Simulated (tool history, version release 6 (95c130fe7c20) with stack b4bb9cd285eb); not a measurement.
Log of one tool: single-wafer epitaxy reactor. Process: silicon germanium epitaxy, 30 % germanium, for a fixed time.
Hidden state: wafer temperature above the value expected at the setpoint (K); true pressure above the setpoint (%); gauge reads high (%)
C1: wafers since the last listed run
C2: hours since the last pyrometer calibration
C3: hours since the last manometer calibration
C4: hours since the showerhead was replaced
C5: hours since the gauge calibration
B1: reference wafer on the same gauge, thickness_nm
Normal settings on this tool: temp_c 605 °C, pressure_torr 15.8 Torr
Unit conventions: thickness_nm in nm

{"run": 1, "hour": 0.0, "temp_c": 605, "pressure_torr": 15.8, "C1": 0, "C2": 2105.4, "C3": 1705.4, "C4": 5720, "C5": 183.6, "B1": 51.587, "thickness_nm": 56.011}
{"run": 2, "hour": 8.2, "temp_c": 605, "pressure_torr": 15.8, "C1": 104, "C2": 2113.6, "C3": 1713.6, "C4": 5728.2, "C5": 191.8, "B1": 51.595, "thickness_nm": 55.93}
{"run": 3, "hour": 24.2, "temp_c": 605, "pressure_torr": 15.8, "C1": 203, "C2": 2129.6, "C3": 1729.6, "C4": 5744.2, "C5": 207.8, "B1": 51.576, "thickness_nm": 55.863}
{"run": 4, "hour": 41.5, "temp_c": 605, "pressure_torr": 15.8, "C1": 219, "C2": 2146.9, "C3": 1746.9, "C4": 5761.5, "C5": 225.1, "B1": 51.626, "thickness_nm": 55.551}
{"run": 5, "hour": 56.6, "temp_c": 605, "pressure_torr": 15.8, "C1": 191, "C2": 2162, "C3": 1762, "C4": 5776.6, "C5": 240.2, "B1": 51.568, "thickness_nm": 56.003}
{"run": 6, "hour": 70.6, "temp_c": 605, "pressure_torr": 16.8, "C1": 177, "C2": 2176, "C3": 1776, "C4": 5790.6, "C5": 254.2, "B1": 51.649, "thickness_nm": 57.825}
{"run": 7, "hour": 87.7, "temp_c": 605, "pressure_torr": 15.8, "C1": 217, "C2": 2193.1, "C3": 1793.1, "C4": 5807.7, "C5": 271.3, "B1": 51.612, "thickness_nm": 55.845}
{"run": 8, "hour": 96.6, "temp_c": 605, "pressure_torr": 15.8, "C1": 112, "C2": 2202, "C3": 1802, "C4": 5816.6, "C5": 280.2, "B1": 51.613, "thickness_nm": 55.946}
{"run": 9, "hour": 106.7, "temp_c": 605, "pressure_torr": 15.8, "C1": 128, "C2": 2212.1, "C3": 1812.1, "C4": 5826.7, "C5": 290.3, "B1": 51.576, "thickness_nm": 55.994}
{"run": 10, "hour": 122.6, "temp_c": 616, "pressure_torr": 15.8, "C1": 201, "C2": 2228, "C3": 1828, "C4": 5842.6, "C5": 306.2, "B1": 51.616, "thickness_nm": 69.562}
{"hour": 128.4, "done": "gauge calibrated"}
{"hour": 138.4, "done": "showerhead replaced"}
{"hour": 141.6, "done": "capacitance manometer re-zeroed and calibrated"}
{"run": 11, "hour": 142.1, "temp_c": 605, "pressure_torr": 15.8, "C1": 105, "C2": 2247.5, "C3": 0.5, "C4": 3.7, "C5": 13.7, "B1": 51.642, "thickness_nm": 56.042}
{"run": 12, "hour": 149.2, "temp_c": 605, "pressure_torr": 15.8, "C1": 90, "C2": 2254.6, "C3": 7.6, "C4": 10.8, "C5": 20.8, "B1": 51.63, "thickness_nm": 55.851}
{"run": 13, "hour": 156.9, "temp_c": 605, "pressure_torr": 15.8, "C1": 97, "C2": 2262.3, "C3": 15.3, "C4": 18.5, "C5": 28.5, "B1": 51.607, "thickness_nm": 55.951}
{"run": 14, "hour": 163.0, "temp_c": 613, "pressure_torr": 18.4, "C1": 77, "C2": 2268.4, "C3": 21.4, "C4": 24.6, "C5": 34.6, "B1": 51.624, "thickness_nm": 71.097}
{"run": 15, "hour": 196.6, "temp_c": 605, "pressure_torr": 15.8, "C1": 426, "C2": 2302, "C3": 55, "C4": 58.2, "C5": 68.2, "B1": 51.606, "thickness_nm": 56.135}
{"run": 16, "hour": 207.4, "temp_c": 605, "pressure_torr": 15.8, "C1": 137, "C2": 2312.8, "C3": 65.8, "C4": 69, "C5": 79, "B1": 51.591, "thickness_nm": 55.787}
{"run": 17, "hour": 221.9, "temp_c": 605, "pressure_torr": 15.8, "C1": 184, "C2": 2327.3, "C3": 80.3, "C4": 83.5, "C5": 93.5, "B1": 51.617, "thickness_nm": 55.899}
{"run": 18, "hour": 228.5, "temp_c": 601, "pressure_torr": 14.4, "C1": 83, "C2": 2333.9, "C3": 86.9, "C4": 90.1, "C5": 100.1, "B1": 51.613, "thickness_nm": 49.148}
{"hour": 239.9, "done": "pyrometer calibrated"}
{"run": 19, "hour": 241.3, "temp_c": 609, "pressure_torr": 13.4, "C1": 60, "C2": 1.4, "C3": 99.7, "C4": 102.9, "C5": 112.9, "B1": 51.622, "thickness_nm": 55.702}
{"run": 20, "hour": 250.0, "temp_c": 595, "pressure_torr": 19.3, "C1": 110, "C2": 10.1, "C3": 108.4, "C4": 111.6, "C5": 121.6, "B1": 51.596, "thickness_nm": 50.097}
{"run": 21, "hour": 258.2, "temp_c": 605, "pressure_torr": 15.8, "C1": 104, "C2": 18.3, "C3": 116.6, "C4": 119.8, "C5": 129.8, "B1": 51.667, "thickness_nm": 55.677}
{"run": 22, "hour": 264.8, "temp_c": 599, "pressure_torr": 15.8, "C1": 83, "C2": 24.9, "C3": 123.2, "C4": 126.4, "C5": 136.4, "B1": 51.588, "thickness_nm": 49.331}
{"run": 23, "hour": 274.3, "temp_c": 594, "pressure_torr": 12.9, "C1": 120, "C2": 34.4, "C3": 132.7, "C4": 135.9, "C5": 145.9, "B1": 51.574, "thickness_nm": 40.123}

Run 24 is up next; what results do you expect?
{"run": 24, "hour": 286.9, "temp_c": 610, "pressure_torr": 14.6, "C1": 159, "C2": 47, "C3": 145.3, "C4": 148.5, "C5": 158.5, "B1": "?", "thickness_nm": "?"}

B1: 51.639
thickness_nm: 59.254 nm
The same run, on a tool lacking any hidden state, would have yielded thickness_nm 59.254 nm.
